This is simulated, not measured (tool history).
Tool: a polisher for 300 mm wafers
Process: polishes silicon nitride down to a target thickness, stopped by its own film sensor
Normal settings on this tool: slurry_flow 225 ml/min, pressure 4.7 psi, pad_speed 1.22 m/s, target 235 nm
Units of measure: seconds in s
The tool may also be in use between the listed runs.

run,hour,slurry_flow,pressure,pad_speed,target,wafers since the last listed run,wafers polished on this pad,hours since the slurry nozzle was cleaned,hours since the head pressure was calibrated,"incoming thickness of the incoming film, nm",seconds
1,0,225,4.7,0.9,235,0,558,268.2,428.6,452.5,87.5
# hour 23.6: slurry nozzle cleaned
2,57.1,225,4.7,0.9,235,396,954,33.5,485.7,447.1,83.5
3,88.5,225,4.7,0.9,235,221,1176,64.9,517.1,453.4,88.2
4,116.2,225,5.2,1.22,235,195,1372,92.6,544.8,444.8,59.6
# hour 180.5: head pressure recalibrated
5,184.2,225,4.2,1.22,235,466,1839,160.6,3.7,454.3,84.7
# hour 234.7: worn pad replaced by a new one
6,235.9,225,4.7,1.22,235,337,8,212.3,55.4,450.9,74.8
7,292.3,225,4.7,1.22,235,398,407,268.7,111.8,450.4,71.9
# hour 306.2: slurry nozzle cleaned
8,355.8,225,4.7,1.22,235,441,849,49.6,175.3,446.1,72
9,411.4,225,4.7,1.22,235,393,1242,105.2,230.9,449.1,72.1
10,472.1,225,4.7,1.22,235,429,1671,165.9,291.6,449.3,71.9
11,535.8,225,4.7,1.22,235,450,2121,229.6,355.3,450,70
# hour 572.8: worn pad replaced by a new one
# hour 587.2: slurry nozzle cleaned
12,604.3,225,5.9,1.22,235,448,215,17.1,423.8,456.6,58
13,669.9,225,5.9,1.22,235,463,679,82.7,489.4,456.5,57.7
14,707.8,225,4.7,1.22,235,267,947,120.6,527.3,454.1,68.3
15,743,185,5.5,1.5,270,248,1196,155.8,562.5,447.3,42.7
16,787.3,305,3.9,0.98,254,313,1509,200.1,606.8,453,85
# hour 893.5: worn pad replaced by a new one
# hour 927.6: slurry nozzle cleaned
# hour 932.9: head pressure recalibrated
17,954.7,225,4.7,1.22,235,1133,411,27.1,21.8,447.7,72.3
18,997.5,225,4.7,1.22,235,302,714,69.9,64.6,455.5,75.4
19,1035.4,225,4.2,1.22,163,267,982,107.8,102.5,448.7,108.9
20,1096.1,225,4.1,1.44,255,429,1411,168.5,163.2,448.5,66.7
21,1145,225,5.4,1.22,235,345,1756,217.4,212.1,455.9,64.2
# hour 1176.3: worn pad replaced by a new one
22,1215.9,150,5.3,0.84,279,472,279,288.3,283,454.3,72.2
# hour 1228.9: slurry nozzle cleaned
23,1397.6,185,4.7,1.22,235,1277,1557,168.7,464.7,451.1,71.4
24,1427.7,165,4.7,1.22,235,212,1769,198.8,494.8,445.2,69
# hour 1464.1: worn pad replaced by a new one
25,1503.5,225,4.7,1.22,235,507,278,274.6,570.6,454.6,69
# hour 1511.1: slurry nozzle cleaned
26,1541.1,225,4.7,1.22,235,258,537,30,608.2,448.2,65.9
27,1599.6,165,5.8,1.4,277,413,951,88.5,666.7,451.2,40.9
28,1627.9,225,4.7,1.22,235,200,1151,116.8,695,454.2,67.1

4 options for the next run, each taken on its own from the tool as it stands now. Forecast them:
A,1628.3,225,4.7,1.22,235,2,1153,117.2,695.4,455.4,?
B,1628.3,265,5.6,0.88,271,2,1153,117.2,695.4,455.4,?
C,1628.3,225,4.7,1.36,235,2,1153,117.2,695.4,455.4,?
D,1628.3,250,4.7,1.22,235,2,1153,117.2,695.4,455.4,?

run,seconds
A,66.2
B,57.5
C,61.2
D,65.4
Take away the tool's hidden state, keep each run's random variation, and the runs would have read:
run,seconds
A,74.8
B,65
C,69.2
D,73.9

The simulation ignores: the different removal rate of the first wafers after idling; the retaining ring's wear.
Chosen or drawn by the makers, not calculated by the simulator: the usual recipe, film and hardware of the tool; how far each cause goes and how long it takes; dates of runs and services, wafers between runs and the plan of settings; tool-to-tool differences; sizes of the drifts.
